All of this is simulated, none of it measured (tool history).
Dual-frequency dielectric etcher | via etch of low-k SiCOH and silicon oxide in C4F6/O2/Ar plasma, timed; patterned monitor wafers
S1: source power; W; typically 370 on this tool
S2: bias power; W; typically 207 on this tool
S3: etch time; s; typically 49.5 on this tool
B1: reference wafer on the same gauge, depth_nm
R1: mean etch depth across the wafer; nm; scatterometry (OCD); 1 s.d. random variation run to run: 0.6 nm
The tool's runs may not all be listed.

{"run": 1, "hour": 0.0, "S1": 370, "S2": 207, "S3": 49.5, "B1": 113.9, "R1": 137.6}
{"run": 2, "hour": 21.6, "S1": 370, "S2": 207, "S3": 49.5, "B1": 114, "R1": 137.2}
{"run": 3, "hour": 56.6, "S1": 370, "S2": 207, "S3": 49.5, "B1": 114, "R1": 138.3}
{"run": 4, "hour": 83.3, "S1": 370, "S2": 207, "S3": 49.5, "B1": 113.9, "R1": 138.5}
{"hour": 127.7, "done": "upper electrode replaced"}
{"run": 5, "hour": 128.2, "S1": 370, "S2": 207, "S3": 49.5, "B1": 113.9, "R1": 137.2}
{"run": 6, "hour": 129.4, "S1": 370, "S2": 207, "S3": 49.5, "B1": 114.1, "R1": 138.5}
{"hour": 174.7, "done": "wet clean of the chamber, repeated, since the last time left the tool worse"}
{"run": 7, "hour": 175.2, "S1": 370, "S2": 207, "S3": 49.5, "B1": 113.8, "R1": 128.8}
{"run": 8, "hour": 181.4, "S1": 370, "S2": 207, "S3": 49.5, "B1": 114.2, "R1": 129.9}
{"hour": 192.8, "done": "source power generator calibrated"}
{"run": 9, "hour": 204.5, "S1": 370, "S2": 207, "S3": 49.5, "B1": 114, "R1": 129.8}
{"run": 10, "hour": 221.4, "S1": 370, "S2": 207, "S3": 49.5, "B1": 114.2, "R1": 130}
{"run": 11, "hour": 248.1, "S1": 370, "S2": 207, "S3": 49.5, "B1": 114, "R1": 129.6}
{"run": 12, "hour": 268.2, "S1": 370, "S2": 169, "S3": 49.5, "B1": 113.8, "R1": 123.3}
{"run": 13, "hour": 290.4, "S1": 340, "S2": 177, "S3": 49.5, "B1": 113.9, "R1": 119.3}
{"run": 14, "hour": 325.2, "S1": 370, "S2": 207, "S3": 49.5, "B1": 113.9, "R1": 132.1}
{"run": 15, "hour": 350.1, "S1": 390, "S2": 191, "S3": 58, "B1": 113.8, "R1": 154.6}
{"run": 16, "hour": 368.3, "S1": 320, "S2": 251, "S3": 63, "B1": 114.1, "R1": 163}
{"run": 17, "hour": 383.2, "S1": 370, "S2": 207, "S3": 49.5, "B1": 114.1, "R1": 131.3}
{"run": 18, "hour": 433.4, "S1": 370, "S2": 207, "S3": 40, "B1": 113.8, "R1": 106.3}
{"run": 19, "hour": 464.2, "S1": 370, "S2": 207, "S3": 49.5, "B1": 114.1, "R1": 131.7}
{"hour": 479.4, "done": "gauge calibrated"}
{"run": 20, "hour": 486.5, "S1": 310, "S2": 207, "S3": 49.5, "B1": 113.8, "R1": 120.4}
{"hour": 496.3, "done": "bias power generator calibrated"}
{"hour": 527.1, "done": "wet clean of the chamber"}
{"run": 21, "hour": 527.6, "S1": 370, "S2": 207, "S3": 49.5, "B1": 114, "R1": 130.2}
{"run": 22, "hour": 540.1, "S1": 370, "S2": 207, "S3": 36.5, "B1": 114, "R1": 96.6}
{"run": 23, "hour": 564.1, "S1": 280, "S2": 249, "S3": 49.5, "B1": 113.8, "R1": 116.4}
{"run": 24, "hour": 586.2, "S1": 370, "S2": 207, "S3": 49.5, "B1": 114.2, "R1": 131}
{"run": 25, "hour": 600.0, "S1": 370, "S2": 207, "S3": 45.5, "B1": 114.2, "R1": 119.9}
{"run": 26, "hour": 621.6, "S1": 370, "S2": 236, "S3": 49.5, "B1": 114, "R1": 136.3}
{"run": 27, "hour": 650.1, "S1": 430, "S2": 207, "S3": 56, "B1": 114.1, "R1": 161.3}
{"run": 28, "hour": 727.8, "S1": 370, "S2": 207, "S3": 60.5, "B1": 114.2, "R1": 161.5}
{"run": 29, "hour": 762.9, "S1": 370, "S2": 220, "S3": 49.5, "B1": 114, "R1": 134.2}

5 options for the next run, each taken on its own from the tool as it stands now. Forecast them:
{"run": "A", "hour": 763.3, "S1": 370, "S2": 207, "S3": 49.5, "B1": "?", "R1": "?"}
{"run": "B", "hour": 763.3, "S1": 330, "S2": 171, "S3": 58, "B1": "?", "R1": "?"}
{"run": "C", "hour": 763.3, "S1": 330, "S2": 163, "S3": 41, "B1": "?", "R1": "?"}
{"run": "D", "hour": 763.3, "S1": 430, "S2": 207, "S3": 49.5, "B1": "?", "R1": "?"}
{"run": "E", "hour": 763.3, "S1": 320, "S2": 207, "S3": 49.5, "B1": "?", "R1": "?"}

run=A B1=114.2 R1=132.6
run=B B1=114.2 R1=138.5
run=C B1=114.2 R1=96.7
run=D B1=114.2 R1=143.6
run=E B1=114.2 R1=122.3
The same runs, with their run-to-run variation unchanged, on a tool lacking any hidden condition would have given:
run=A R1=130.1
run=B R1=135.9
run=C R1=94.9
run=D R1=140.9
run=E R1=120

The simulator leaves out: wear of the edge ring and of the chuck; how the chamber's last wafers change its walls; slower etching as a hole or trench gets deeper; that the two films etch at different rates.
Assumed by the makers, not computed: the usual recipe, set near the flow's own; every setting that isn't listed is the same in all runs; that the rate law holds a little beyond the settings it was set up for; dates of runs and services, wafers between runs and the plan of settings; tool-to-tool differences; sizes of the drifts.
